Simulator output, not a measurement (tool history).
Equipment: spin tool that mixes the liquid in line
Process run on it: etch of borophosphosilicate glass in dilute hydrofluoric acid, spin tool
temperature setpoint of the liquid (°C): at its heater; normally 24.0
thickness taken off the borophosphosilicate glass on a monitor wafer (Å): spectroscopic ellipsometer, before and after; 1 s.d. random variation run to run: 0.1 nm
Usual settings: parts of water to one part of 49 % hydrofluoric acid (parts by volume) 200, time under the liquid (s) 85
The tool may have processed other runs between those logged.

run	hour	temperature setpoint of the liquid (°C)	parts of water to one part of 49 % hydrofluoric acid (parts by volume)	time under the liquid (s)	wafers since the last listed run	hours since the thermometer was replaced	hours since the hydrofluoric acid flow meter was replaced	hours since the gauge calibration	read-back film thickness of the borophosphosilicate glass reference wafer, read on the same gauge (nm)	thickness taken off the borophosphosilicate glass on a monitor wafer (Å)
1	0.0	24.0	200	45	0	1435.4	1663.8	55.8	89.98	88.8
2	7.2	24.0	200	85	78	1442.6	1671.0	63.0	90.01	166.8
3	13.6	24.0	200	85	70	1449.0	1677.4	69.4	90.01	169.0
4	27.9	25.0	200	85	156	1463.3	1691.7	83.7	90.02	172.8
5	64.3	25.0	200	85	398	1499.7	1728.1	120.1	89.99	173.9
6	75.1	25.0	200	85	118	1510.5	1738.9	130.9	89.99	173.2
7	91.3	24.0	200	85	177	1526.7	1755.1	147.1	90.00	169.9
8	125.0	24.0	200	85	368	1560.4	1788.8	180.8	89.99	167.6
9	141.6	27.5	200	85	181	1577.0	1805.4	197.4	90.00	191.5
10	157.5	24.0	200	85	173	1592.9	1821.3	213.3	90.00	169.0
11	169.3	24.0	200	85	129	1604.7	1833.1	225.1	89.99	168.0
12	185.8	24.0	200	85	180	1621.2	1849.6	241.6	90.00	166.6
13	193.7	27.0	125	125	86	1629.1	1857.5	249.5	90.00	485.7
14	209.5	22.5	230	45	172	1644.9	1873.3	265.3	90.01	71.4
15	215.8	20.0	200	35	68	1651.2	1879.6	271.6	89.98	59.5
16	226.8	21.5	120	135	120	1662.2	1890.6	282.6	89.99	435.0
17	244.1	24.0	165	135	189	1679.5	1907.9	299.9	90.00	336.9
# hour 267.5: gauge calibrated
18	298.0	22.0	115	110	589	1733.4	1961.8	30.5	90.00	383.3
19	305.9	24.0	200	85	86	1741.3	1969.7	38.4	90.01	171.0
20	322.1	25.0	200	85	177	1757.5	1985.9	54.6	89.98	173.9
# hour 332.1: thermometer replaced
21	332.6	21.0	175	85	103	0.5	1996.4	65.1	90.00	177.0
22	369.3	21.5	255	45	401	37.2	2033.1	101.8	90.00	61.2
# hour 374.8: hydrofluoric acid flow meter replaced
23	385.3	28.5	200	40	164	53.2	10.5	117.8	89.99	85.8
24	395.5	24.0	200	85	111	63.4	20.7	128.0	90.01	154.5
25	411.3	25.0	200	85	172	79.2	36.5	143.8	89.98	160.6
26	426.9	28.5	255	85	170	94.8	52.1	159.4	89.99	132.0
27	434.7	25.0	200	85	85	102.6	59.9	167.2	89.98	161.0
28	450.6	24.0	135	115	173	118.5	75.8	183.1	90.01	330.7
29	462.1	24.0	200	60	125	130.0	87.3	194.6	90.00	108.1
30	475.6	29.0	140	40	147	143.5	100.8	208.1	90.02	134.5
31	486.0	24.0	200	85	113	153.9	111.2	218.5	89.99	155.4
32	501.9	28.5	160	40	173	169.8	127.1	234.4	90.01	111.3

4 options for the next run, each taken on its own from the tool as it stands now. Forecast them:
A	502.3	27.0	200	85	4	170.2	127.5	234.8	?	?
B	502.3	24.0	270	85	4	170.2	127.5	234.8	?	?
C	502.3	24.0	200	125	4	170.2	127.5	234.8	?	?
D	502.3	28.0	200	35	4	170.2	127.5	234.8	?	?

run	read-back film thickness of the borophosphosilicate glass reference wafer, read on the same gauge (nm)	thickness taken off the borophosphosilicate glass on a monitor wafer (Å)
A	90.01	172.0
B	90.01	106.4
C	90.01	226.8
D	90.01	73.4
The same runs, with their run-to-run variation unchanged, on a tool lacking any hidden condition would have given:
run	thickness taken off the borophosphosilicate glass on a monitor wafer (Å)
A	167.3
B	103.3
C	220.6
D	71.4
